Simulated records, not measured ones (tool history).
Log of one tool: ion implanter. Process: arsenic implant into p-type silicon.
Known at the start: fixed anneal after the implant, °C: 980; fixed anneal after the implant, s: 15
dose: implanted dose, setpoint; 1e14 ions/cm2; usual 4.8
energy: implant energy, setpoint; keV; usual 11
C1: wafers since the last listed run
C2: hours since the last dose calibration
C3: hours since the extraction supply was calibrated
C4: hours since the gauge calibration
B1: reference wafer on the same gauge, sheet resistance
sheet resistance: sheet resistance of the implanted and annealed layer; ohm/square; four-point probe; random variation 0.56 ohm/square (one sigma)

{"run": 1, "day": 0.0, "dose": 4.46, "energy": 12.5, "C1": 0, "C2": 696.3, "C3": 5155.1, "C4": 191.2, "B1": 248.8, "sheet resistance": 244.26}
{"run": 2, "day": 1.95, "dose": 4.8, "energy": 11, "C1": 894, "C2": 743.1, "C3": 5201.9, "C4": 238, "B1": 249.07, "sheet resistance": 236.99}
{"run": 3, "day": 2.662, "dose": 4.8, "energy": 11, "C1": 326, "C2": 760.2, "C3": 5219, "C4": 255.1, "B1": 248.98, "sheet resistance": 236.39}
{"run": 4, "day": 3.446, "dose": 4.8, "energy": 11, "C1": 359, "C2": 779, "C3": 5237.8, "C4": 273.9, "B1": 249.01, "sheet resistance": 237.26}
{"run": 5, "day": 4.742, "dose": 4.8, "energy": 11, "C1": 594, "C2": 810.1, "C3": 5268.9, "C4": 305, "B1": 248.88, "sheet resistance": 236.19}
{"run": 6, "day": 5.379, "dose": 3.94, "energy": 13, "C1": 292, "C2": 825.4, "C3": 5284.2, "C4": 320.3, "B1": 249, "sheet resistance": 264.11}
{"day": 5.95, "done": "gauge calibrated"}
{"run": 7, "day": 6.262, "dose": 3.94, "energy": 13, "C1": 405, "C2": 846.6, "C3": 5305.4, "C4": 7.5, "B1": 249.01, "sheet resistance": 264.95}
{"run": 8, "day": 7.079, "dose": 4.8, "energy": 11, "C1": 374, "C2": 866.2, "C3": 5325, "C4": 27.1, "B1": 249.06, "sheet resistance": 236.53}
{"run": 9, "day": 7.638, "dose": 4.8, "energy": 10, "C1": 256, "C2": 879.6, "C3": 5338.4, "C4": 40.5, "B1": 248.94, "sheet resistance": 238.51}
{"run": 10, "day": 8.888, "dose": 3.51, "energy": 14, "C1": 573, "C2": 909.6, "C3": 5368.4, "C4": 70.5, "B1": 248.99, "sheet resistance": 284.18}
{"run": 11, "day": 10.217, "dose": 4.8, "energy": 11, "C1": 609, "C2": 941.5, "C3": 5400.3, "C4": 102.4, "B1": 249.24, "sheet resistance": 235.96}
{"day": 10.788, "done": "extraction supply calibrated"}
{"run": 12, "day": 11.321, "dose": 4.06, "energy": 14, "C1": 353, "C2": 968, "C3": 12.8, "C4": 128.9, "B1": 248.84, "sheet resistance": 256.63}
{"day": 12.121, "done": "Faraday cup replaced and dose calibrated"}
{"run": 13, "day": 12.142, "dose": 5.2, "energy": 7.5, "C1": 223, "C2": 0.5, "C3": 32.5, "C4": 148.6, "B1": 249, "sheet resistance": 245.7}
{"run": 14, "day": 13.321, "dose": 4.8, "energy": 14, "C1": 541, "C2": 28.8, "C3": 60.8, "C4": 176.9, "B1": 249.09, "sheet resistance": 235.93}
{"run": 15, "day": 13.896, "dose": 4.8, "energy": 11, "C1": 263, "C2": 42.6, "C3": 74.6, "C4": 190.7, "B1": 248.85, "sheet resistance": 242.55}
{"run": 16, "day": 14.517, "dose": 4.8, "energy": 11, "C1": 284, "C2": 57.5, "C3": 89.5, "C4": 205.6, "B1": 248.97, "sheet resistance": 243.15}
{"run": 17, "day": 15.142, "dose": 4.09, "energy": 11, "C1": 286, "C2": 72.5, "C3": 104.5, "C4": 220.6, "B1": 249.04, "sheet resistance": 270.87}
{"run": 18, "day": 15.692, "dose": 5.22, "energy": 14.5, "C1": 252, "C2": 85.7, "C3": 117.7, "C4": 233.8, "B1": 249.07, "sheet resistance": 221.24}

Hidden state or all else? Some run-to-run changes of sheet resistance, split into what the settings, what came in and random variation would give without the hidden state, and what is left for the hidden state (with any gauge scatter that isn't in both results):
The hidden state here: deviation of the true dose from the Faraday cup's reading, %; deviation of the true energy from its setpoint, %; gauge reads high (%).
Run 12 -> 13: dose 4.06 -> 5.2, energy 14 -> 7.5, Faraday cup replaced and dose calibrated. sheet resistance -10.93 ohm/square: hidden state +9.37, all else -20.3.
Run 17 -> 18: dose 4.09 -> 5.22, energy 11 -> 14.5. sheet resistance -49.63 ohm/square: hidden state +0.19, all else -49.82.

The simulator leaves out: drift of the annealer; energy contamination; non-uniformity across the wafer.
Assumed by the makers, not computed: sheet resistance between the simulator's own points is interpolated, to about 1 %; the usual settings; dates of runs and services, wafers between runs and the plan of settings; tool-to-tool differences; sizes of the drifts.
